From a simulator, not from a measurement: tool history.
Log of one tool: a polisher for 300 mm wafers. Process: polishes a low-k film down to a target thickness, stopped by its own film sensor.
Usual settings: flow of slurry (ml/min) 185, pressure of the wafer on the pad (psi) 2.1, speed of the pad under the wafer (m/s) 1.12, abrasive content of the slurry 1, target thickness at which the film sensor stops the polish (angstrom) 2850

run,hour,flow of slurry (ml/min),pressure of the wafer on the pad (psi),speed of the pad under the wafer (m/s),abrasive content of the slurry,target thickness at which the film sensor stops the polish (angstrom),"incoming thickness of the incoming film, nm",time until the film sensor stopped the polish (s)
1,0,185,2.1,1.12,1,2850,330.7,123.8
# hour 35.7: worn pad replaced by a new one
2,61.4,185,2.1,1.12,1,2850,326.8,122.8
# hour 75.8: slurry blender recalibrated
# hour 113.8: conditioning disc replaced and pad reconditioned
3,154.8,185,2.1,1.12,1,2850,332,111.7
4,210,185,2.1,1.12,1,2920,322.9,74
# hour 248.5: head pressure recalibrated
# hour 305.1: worn pad replaced by a new one
5,309.1,185,2.1,1.12,1,2850,335.5,133.1
6,369,185,2.1,1.12,1,2850,328.9,122.8
7,408.5,185,1.6,1.12,1,2850,329.7,161.3
# hour 424.5: conditioning disc replaced and pad reconditioned
8,451,185,1.6,1.12,1,2850,331.7,159.5
# hour 472.2: slurry blender recalibrated
# hour 494.7: slurry nozzle cleaned
9,502.4,185,1.7,1.12,1,2850,327.6,125.9
# hour 582.8: worn pad replaced by a new one
10,598,185,2.1,1.12,1,2990,330.4,78.6
11,693.3,225,1.5,1.12,1,2850,333.3,173.3
# hour 698.9: conditioning disc replaced and pad reconditioned
# hour 770.1: head pressure recalibrated
12,786.5,185,2.5,1.12,1,2720,323.2,112.6
13,829.3,135,2.1,0.76,1,2850,329.1,168.6
# hour 835.1: worn pad replaced by a new one
# hour 882.2: slurry blender recalibrated
14,907.4,155,2.1,0.94,0.9,2700,326.7,170.7
# hour 968: conditioning disc replaced and pad reconditioned
15,984,185,2.1,1.12,1,2850,324.8,94.5
# hour 1057.4: slurry nozzle cleaned
# hour 1097.4: worn pad replaced by a new one
16,1231.3,185,2.1,1.12,1,2850,334.8,146.7
# hour 1250.6: head pressure recalibrated
# hour 1276.7: conditioning disc replaced and pad reconditioned
17,1304.9,225,2.5,1.12,1.25,2950,331.7,74.9
# hour 1342.1: slurry blender recalibrated
# hour 1343.4: worn pad replaced by a new one
18,1376.7,185,2.1,1.12,1,2850,332.3,113.2

Forecast each of these 5 alternatives for the next run:
A,1377.1,185,2.1,1.12,1,2850,330.2,?
B,1377.1,185,2.5,0.92,1,2710,330.2,?
C,1377.1,215,1.7,1.12,1.15,2850,330.2,?
D,1377.1,205,2.5,1.4,0.7,2850,330.2,?
E,1377.1,240,2.1,1.12,1,2850,330.2,?

run,time until the film sensor stopped the polish (s)
A,110.1
B,141.7
C,125.1
D,89.5
E,106.3
Without the tool's hidden state the same runs would have given:
run,time until the film sensor stopped the polish (s)
A,102.6
B,132.3
C,117.8
D,81.4
E,99.1
